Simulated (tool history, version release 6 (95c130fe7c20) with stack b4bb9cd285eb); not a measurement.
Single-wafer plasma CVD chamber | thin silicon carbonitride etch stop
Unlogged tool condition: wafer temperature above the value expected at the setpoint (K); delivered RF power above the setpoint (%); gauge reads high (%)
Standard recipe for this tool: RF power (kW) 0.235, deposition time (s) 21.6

| run | hour | RF power (kW) | deposition time (s) | wafers since the last listed run | hours since the last thermocouple change | hours since the last RF generator calibration | hours since the showerhead was replaced | hours since the gauge calibration | read-back reference wafer on the same gauge, thickness_nm | mean film thickness on the monitor wafer (Å) |
|---|---|---|---|---|---|---|---|---|---|---|
| 1 | 0 | 0.25 | 24 | 0 | 1308.3 | 503.2 | 2333.2 | 2709.2 | 16.781 | 159.52 |
| 2 | 98 | 0.235 | 21.6 | 1763 | 1406.3 | 601.2 | 2431.2 | 2807.2 | 16.786 | 141.15 |
| 3 | 194.5 | 0.235 | 21.6 | 1736 | 1502.8 | 697.7 | 2527.7 | 2903.7 | 16.769 | 140.56 |
| 4 | 252.2 | 0.235 | 23.9 | 1038 | 1560.5 | 755.4 | 2585.4 | 2961.4 | 16.796 | 155.54 |
| 5 | 358.7 | 0.235 | 23.9 | 1916 | 1667 | 861.9 | 2691.9 | 3067.9 | 16.797 | 155.81 |
| 6 | 432.9 | 0.235 | 21.6 | 1335 | 1741.2 | 936.1 | 2766.1 | 3142.1 | 16.793 | 141.12 |
| 7 | 558.4 | 0.235 | 21.6 | 2258 | 1866.7 | 1061.6 | 2891.6 | 3267.6 | 16.817 | 140.52 |
| 8 | 648.9 | 0.235 | 21.6 | 1628 | 1957.2 | 1152.1 | 2982.1 | 3358.1 | 16.805 | 140.05 |
| 9 | 752.1 | 0.25 | 21.6 | 1856 | 2060.4 | 1255.3 | 3085.3 | 3461.3 | 16.803 | 141.97 |
| 10 | 791.2 | 0.25 | 21.6 | 703 | 2099.5 | 1294.4 | 3124.4 | 3500.4 | 16.797 | 142.54 |
| 11 | 854 | 0.26 | 21.6 | 1129 | 2162.3 | 1357.2 | 3187.2 | 3563.2 | 16.797 | 143.45 |
| 12 | 894.3 | 0.235 | 21.6 | 725 | 2202.6 | 1397.5 | 3227.5 | 3603.5 | 16.775 | 140.59 |
|  | 999.8 | showerhead replaced |
| 13 | 1001.9 | 0.235 | 21.6 | 1792 | 2310.2 | 1505.1 | 2.1 | 3711.1 | 16.763 | 139.6 |
| 14 | 1042.7 | 0.21 | 21.6 | 734 | 2351 | 1545.9 | 42.9 | 3751.9 | 16.802 | 137.01 |
| 15 | 1138.7 | 0.28 | 24.9 | 1727 | 2447 | 1641.9 | 138.9 | 3847.9 | 16.821 | 168.49 |
|  | 1252.9 | RF generator calibrated |
| 16 | 1414.3 | 0.25 | 21.6 | 4814 | 2722.6 | 161.4 | 414.5 | 4123.5 | 16.803 | 142.73 |
|  | 1454 | thermocouple changed; heater temperature recalibrated |
| 17 | 1480.3 | 0.215 | 25.4 | 1043 | 26.3 | 227.4 | 480.5 | 4189.5 | 16.801 | 162.58 |
| 18 | 1559.7 | 0.25 | 21.6 | 1428 | 105.7 | 306.8 | 559.9 | 4268.9 | 16.773 | 143.69 |
| 19 | 1604.1 | 0.235 | 21.6 | 798 | 150.1 | 351.2 | 604.3 | 4313.3 | 16.785 | 141.48 |
|  | 1670 | gauge calibrated |
| 20 | 1680 | 0.25 | 19.4 | 1365 | 226 | 427.1 | 680.2 | 10 | 16.792 | 128.92 |
| 21 | 1781.9 | 0.275 | 22.9 | 1833 | 327.9 | 529 | 782.1 | 111.9 | 16.814 | 155.21 |
| 22 | 1863.3 | 0.21 | 23.7 | 1464 | 409.3 | 610.4 | 863.5 | 193.3 | 16.772 | 151.36 |
| 23 | 1938.9 | 0.22 | 24.1 | 1360 | 484.9 | 686 | 939.1 | 268.9 | 16.787 | 154.91 |
| 24 | 2033.9 | 0.265 | 24.7 | 1709 | 579.9 | 781 | 1034.1 | 363.9 | 16.821 | 167.07 |
| 25 | 2263.5 | 0.235 | 21.6 | 4131 | 809.5 | 1010.6 | 1263.7 | 593.5 | 16.793 | 140.83 |
| 26 | 2365.2 | 0.215 | 19 | 1829 | 911.2 | 1112.3 | 1365.4 | 695.2 | 16.782 | 120.81 |
| 27 | 2461.4 | 0.235 | 24 | 1730 | 1007.4 | 1208.5 | 1461.6 | 791.4 | 16.795 | 156.5 |
| 28 | 2513.1 | 0.265 | 21.6 | 930 | 1059.1 | 1260.2 | 1513.3 | 843.1 | 16.81 | 144.12 |
| 29 | 2597 | 0.28 | 25.2 | 1509 | 1143 | 1344.1 | 1597.2 | 927 | 16.819 | 170.38 |
| 30 | 2746.4 | 0.205 | 17.3 | 2688 | 1292.4 | 1493.5 | 1746.6 | 1076.4 | 16.795 | 107.81 |
| 31 | 2783.6 | 0.205 | 25.9 | 669 | 1329.6 | 1530.7 | 1783.8 | 1113.6 | 16.792 | 162.58 |
| 32 | 2837 | 0.2 | 21.6 | 960 | 1383 | 1584.1 | 1837.2 | 1167 | 16.81 | 133.17 |
|  | 2873.3 | RF generator calibrated |
| 33 | 2877.6 | 0.25 | 24 | 586 | 1423.6 | 4.3 | 1877.8 | 1207.6 | 16.789 | 160.77 |
| 34 | 2973.2 | 0.27 | 19.3 | 1720 | 1519.2 | 99.9 | 1973.4 | 1303.2 | 16.806 | 131.81 |

Across each entry between runs, compare the hidden state at the last listed run before it with the hidden state at the first listed run after it:
Logged between run 12 and run 13: showerhead replaced (hour 999.8)
  delivered RF power above the setpoint (%): -5.51 -> -6.22
  measured less the result without the state, mean film thickness on the monitor wafer (Å): -2.12 -> -2.39
Logged between run 15 and run 16: RF generator calibrated (hour 1252.9)
  delivered RF power above the setpoint (%): -7.2 -> -1.05
  measured less the result without the state, mean film thickness on the monitor wafer (Å): -3.35 -> -0.4
Logged between run 16 and run 17: thermocouple changed; heater temperature recalibrated (hour 1454)
  delivered RF power above the setpoint (%): -1.05 -> -1.1
  measured less the result without the state, mean film thickness on the monitor wafer (Å): -0.4 -> -0.48
Logged between run 19 and run 20: gauge calibrated (hour 1670)
  delivered RF power above the setpoint (%): -1.27 -> -1.4
  measured less the result without the state, mean film thickness on the monitor wafer (Å): -0.48 -> -0.48
Logged between run 32 and run 33: RF generator calibrated (hour 2873.3)
  delivered RF power above the setpoint (%): -6.67 -> -0.742
  measured less the result without the state, mean film thickness on the monitor wafer (Å): -2.45 -> -0.32

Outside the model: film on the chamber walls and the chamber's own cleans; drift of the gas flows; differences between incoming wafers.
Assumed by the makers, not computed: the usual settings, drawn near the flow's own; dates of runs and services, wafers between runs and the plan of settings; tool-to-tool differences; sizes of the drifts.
